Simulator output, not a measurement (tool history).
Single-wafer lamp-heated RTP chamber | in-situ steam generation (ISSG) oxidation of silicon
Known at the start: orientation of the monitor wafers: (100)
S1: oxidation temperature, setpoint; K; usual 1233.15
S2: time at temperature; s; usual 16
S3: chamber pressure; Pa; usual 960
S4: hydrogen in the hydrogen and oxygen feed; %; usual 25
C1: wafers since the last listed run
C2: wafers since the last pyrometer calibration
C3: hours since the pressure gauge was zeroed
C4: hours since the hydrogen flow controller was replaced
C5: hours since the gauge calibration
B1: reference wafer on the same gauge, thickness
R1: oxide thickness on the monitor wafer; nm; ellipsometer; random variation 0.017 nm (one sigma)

Run 1, hour 0: usual settings; C1 0; C2 727; C3 4291.5; C4 1494.7; C5 711.6; B1 3.441. Result: R1 4.302 nm.
Run 2, hour 36.8: usual settings but S2 14 s; C1 389; C2 1117; C3 4328.3; C4 1531.5; C5 748.4; B1 3.44. Result: R1 4.057 nm.
Run 3, hour 92.8: usual settings but S2 14 s; C1 593; C2 1710; C3 4384.3; C4 1587.5; C5 804.4; B1 3.442. Result: R1 4.075 nm.
Run 4, hour 187.4: usual settings but S2 14 s; C1 1002; C2 2713; C3 4478.9; C4 1682.1; C5 899; B1 3.442. Result: R1 4.041 nm.
Run 5, hour 228.9: usual settings; C1 439; C2 3153; C3 4520.4; C4 1723.6; C5 940.5; B1 3.439. Result: R1 4.284 nm.
At hour 311.7: pyrometer window cleaned and pyrometer calibrated.
Run 6, hour 318.3: usual settings but S1 1246.15 K; C1 862; C2 70; C3 4609.8; C4 1813; C5 1029.9; B1 3.439. Result: R1 4.439 nm.
Run 7, hour 421.2: usual settings but S1 1246.15 K; C1 1090; C2 1160; C3 4712.7; C4 1915.9; C5 1132.8; B1 3.444. Result: R1 4.458 nm.
At hour 444.2: gauge calibrated.
Run 8, hour 505.1: usual settings; C1 889; C2 2049; C3 4796.6; C4 1999.8; C5 60.9; B1 3.437. Result: R1 4.263 nm.
Run 9, hour 612.6: usual settings; C1 1139; C2 3188; C3 4904.1; C4 2107.3; C5 168.4; B1 3.437. Result: R1 4.278 nm.
Run 10, hour 656.4: usual settings but S3 920 Pa; C1 464; C2 3652; C3 4947.9; C4 2151.1; C5 212.2; B1 3.437. Result: R1 4.263 nm.
At hour 678.3: pyrometer window cleaned and pyrometer calibrated.
Run 11, hour 743.2: usual settings but S3 920 Pa; C1 835; C2 688; C3 5034.7; C4 2237.9; C5 299; B1 3.434. Result: R1 4.277 nm.
Run 12, hour 791.5: usual settings but S3 920 Pa; C1 511; C2 1199; C3 5083; C4 2286.2; C5 347.3; B1 3.44. Result: R1 4.268 nm.
At hour 870.2: pressure gauge zeroed.
Run 13, hour 870.7: usual settings but S2 14 s, S3 1013 Pa, S4 16 %; C1 754; C2 1954; C3 0.5; C4 2365.4; C5 426.5; B1 3.438. Result: R1 3.667 nm.
Run 14, hour 954: usual settings but S1 1239.15 K, S3 920 Pa, S4 31 %; C1 882; C2 2837; C3 83.8; C4 2448.7; C5 509.8; B1 3.442. Result: R1 4.617 nm.
Run 15, hour 993.1: usual settings but S1 1223.15 K, S2 20 s, S3 1013 Pa, S4 16 %; C1 414; C2 3251; C3 122.9; C4 2487.8; C5 548.9; B1 3.444. Result: R1 4.122 nm.
Run 16, hour 1057.7: usual settings but S2 19 s; C1 684; C2 3935; C3 187.5; C4 2552.4; C5 613.5; B1 3.444. Result: R1 4.568 nm.
At hour 1091.7: pyrometer window cleaned and pyrometer calibrated.
Run 17, hour 1132.8: usual settings but S3 920 Pa, S4 16 %; C1 711; C2 435; C3 262.6; C4 2627.5; C5 688.6; B1 3.44. Result: R1 3.81 nm.
Run 18, hour 1206.7: usual settings but S2 13 s, S4 31 %; C1 783; C2 1218; C3 336.5; C4 2701.4; C5 762.5; B1 3.44. Result: R1 4.207 nm.
At hour 1263.3: hydrogen flow controller replaced.
Run 19, hour 1306.1: usual settings but S3 920 Pa, S4 21 %; C1 968; C2 2187; C3 435.9; C4 42.8; C5 861.9; B1 3.442. Result: R1 4.094 nm.
At hour 1367: gauge calibrated.
At hour 1407.1: pyrometer window cleaned and pyrometer calibrated.
Run 20, hour 1407.6: usual settings but S1 1250.15 K; C1 990; C2 5; C3 537.4; C4 144.3; C5 40.6; B1 3.438. Result: R1 4.506 nm.
Run 21, hour 1489.8: usual settings but S2 20 s, S3 1027 Pa; C1 871; C2 876; C3 619.6; C4 226.5; C5 122.8; B1 3.443. Result: R1 4.678 nm.
Run 22, hour 1583.1: usual settings but S3 920 Pa; C1 988; C2 1865; C3 712.9; C4 319.8; C5 216.1; B1 3.441. Result: R1 4.257 nm.
Run 23, hour 1633.2: usual settings; C1 530; C2 2396; C3 763; C4 369.9; C5 266.2; B1 3.44. Result: R1 4.263 nm.
Run 24, hour 1732.9: usual settings but S1 1214.15 K, S3 920 Pa; C1 1056; C2 3452; C3 862.7; C4 469.6; C5 365.9; B1 3.437. Result: R1 4.05 nm.
At hour 1799.2: pyrometer window cleaned and pyrometer calibrated.
Run 25, hour 1825: usual settings but S4 31 %; C1 891; C2 273; C3 954.8; C4 561.7; C5 458; B1 3.444. Result: R1 4.531 nm.

Forecast each of these 4 alternatives for the next run:
Run A, hour 1825.5: usual settings but S2 11 s; C1 5; C2 278; C3 955.3; C4 562.2; C5 458.5; B1 ?. Result: R1 ?.
Run B, hour 1825.5: usual settings but S2 21 s; C1 5; C2 278; C3 955.3; C4 562.2; C5 458.5; B1 ?. Result: R1 ?.
Run C, hour 1825.5: usual settings but S1 1246.15 K, S2 22 s, S4 32 %; C1 5; C2 278; C3 955.3; C4 562.2; C5 458.5; B1 ?. Result: R1 ?.
Run D, hour 1825.5: usual settings but S1 1250.15 K, S2 19 s; C1 5; C2 278; C3 955.3; C4 562.2; C5 458.5; B1 ?. Result: R1 ?.

run     B1     R1
  A  3.436  3.696
  B  3.436  4.757
  C  3.436  5.421
  D  3.436  4.828
Without the tool's hidden state the same runs would have given:
run     R1
  A  3.696
  B  4.757
  C  5.421
  D  4.828
